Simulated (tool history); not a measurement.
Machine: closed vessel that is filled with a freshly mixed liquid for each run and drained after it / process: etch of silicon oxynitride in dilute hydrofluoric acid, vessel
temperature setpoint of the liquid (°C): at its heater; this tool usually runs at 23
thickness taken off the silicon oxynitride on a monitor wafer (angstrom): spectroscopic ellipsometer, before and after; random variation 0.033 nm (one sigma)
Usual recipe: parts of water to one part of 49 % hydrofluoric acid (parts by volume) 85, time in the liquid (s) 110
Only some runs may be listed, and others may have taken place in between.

run     day  temperature setpoint of the liquid (°C)  parts of water to one part of 49 % hydrofluoric acid (parts by volume)  time in the liquid (s)  wafers since the last listed run  hours since the thermometer was replaced  hours since the hydrofluoric acid flow meter was replaced  hours since the gauge calibration  read-back film thickness of the silicon oxynitride reference wafer, read on the same gauge (nm)  thickness taken off the silicon oxynitride on a monitor wafer (angstrom)
  1       0                                       23                                                                      85                     110                                 0                                     369.1                                                     1452.1                              330.5                                                                                           49.996                                                                      42.7
  2   2.162                                       23                                                                      85                     110                              4973                                       421                                                       1504                              382.4                                                                                           49.986                                                                     42.43
  3   4.029                                       23                                                                      85                     110                              4293                                     465.8                                                     1548.8                              427.2                                                                                           49.997                                                                     41.17
  4   6.708                                       23                                                                      85                     110                              6161                                     530.1                                                     1613.1                              491.5                                                                                           50.026                                                                     41.55
  5   8.142                                       23                                                                      85                     110                              3296                                     564.5                                                     1647.5                              525.9                                                                                           50.014                                                                     41.04
  6   9.683                                       23                                                                      85                     110                              3545                                     601.5                                                     1684.5                              562.9                                                                                           50.012                                                                     40.85
     10.238  -- thermometer replaced
  7  10.917                                       23                                                                      85                     110                              2740                                      16.3                                                     1714.1                              592.5                                                                                           49.992                                                                     43.41
  8  13.558                                       23                                                                      85                     110                              6075                                      79.7                                                     1777.5                              655.9                                                                                           49.995                                                                     43.54
  9  15.304                                       23                                                                      85                     110                              4015                                     121.6                                                     1819.4                              697.8                                                                                           49.992                                                                     42.74
 10  16.783                                       23                                                                      85                     110                              3401                                     157.1                                                     1854.9                              733.3                                                                                           49.988                                                                      43.1
     19.925  -- gauge calibrated
 11    24.1                                       23                                                                      85                     110                             16827                                     332.7                                                     2030.5                              100.2                                                                                           50.007                                                                     41.87
 12  25.592                                       23                                                                      65                     140                              3430                                     368.5                                                     2066.3                                136                                                                                           49.991                                                                     70.69
     27.708  -- hydrofluoric acid flow meter replaced
 13  28.171                                     27.5                                                                      60                      45                              5835                                     430.4                                                       11.1                              197.9                                                                                           49.993                                                                     33.41
 14   29.45                                       23                                                                     120                      80                              2941                                     461.1                                                       41.8                              228.6                                                                                           49.997                                                                     22.69
 15  31.392                                       23                                                                      85                     110                              4465                                     507.7                                                       88.4                              275.2                                                                                           49.992                                                                      44.7
 16  33.046                                       23                                                                      85                     110                              3804                                     547.4                                                      128.1                              314.9                                                                                           50.007                                                                     44.45
     34.508  -- thermometer replaced
 17    34.6                                       23                                                                      85                     110                              3478                                       2.2                                                      165.4                              352.2                                                                                           49.992                                                                     47.45
 18  36.867                                       23                                                                      70                     110                              5213                                      56.6                                                      219.8                              406.6                                                                                           50.019                                                                     57.19
 19  39.762                                       23                                                                      85                     110                              6660                                     126.1                                                      289.3                              476.1                                                                                           49.995                                                                     46.44
 20  41.146                                     27.5                                                                     115                      45                              3181                                     159.3                                                      322.5                              509.3                                                                                           49.999                                                                     16.85
 21  43.775                                     27.5                                                                      85                      80                              6046                                     222.4                                                      385.6                              572.4                                                                                           50.015                                                                     41.11
 22  45.571                                       25                                                                     125                      65                              4130                                     265.5                                                      428.7                              615.5                                                                                            50.02                                                                     19.41

Below are 4 alternative next runs, each starting from the tool's condition after run 22. Predict each:
  A  45.6                                       23                                                                      85                      75                                67                                     266.2                                                      429.4                              616.2                                                                                                ?                                                                         ?
  B  45.6                                       20                                                                      85                      80                                67                                     266.2                                                      429.4                              616.2                                                                                                ?                                                                         ?
  C  45.6                                     27.5                                                                     105                     155                                67                                     266.2                                                      429.4                              616.2                                                                                                ?                                                                         ?
  D  45.6                                       28                                                                      55                     110                                67                                     266.2                                                      429.4                              616.2                                                                                                ?                                                                         ?

run  read-back film thickness of the silicon oxynitride reference wafer, read on the same gauge (nm)  thickness taken off the silicon oxynitride on a monitor wafer (angstrom)
  A                                                                                           49.974                                                                      30.9
  B                                                                                           49.974                                                                     28.46
  C                                                                                           49.974                                                                     62.76
  D                                                                                           49.974                                                                     91.36
Had the tool no hidden state, the same runs would have come out as:
run  thickness taken off the silicon oxynitride on a monitor wafer (angstrom)
  A                                                                     32.96
  B                                                                     30.38
  C                                                                     66.92
  D                                                                     97.35
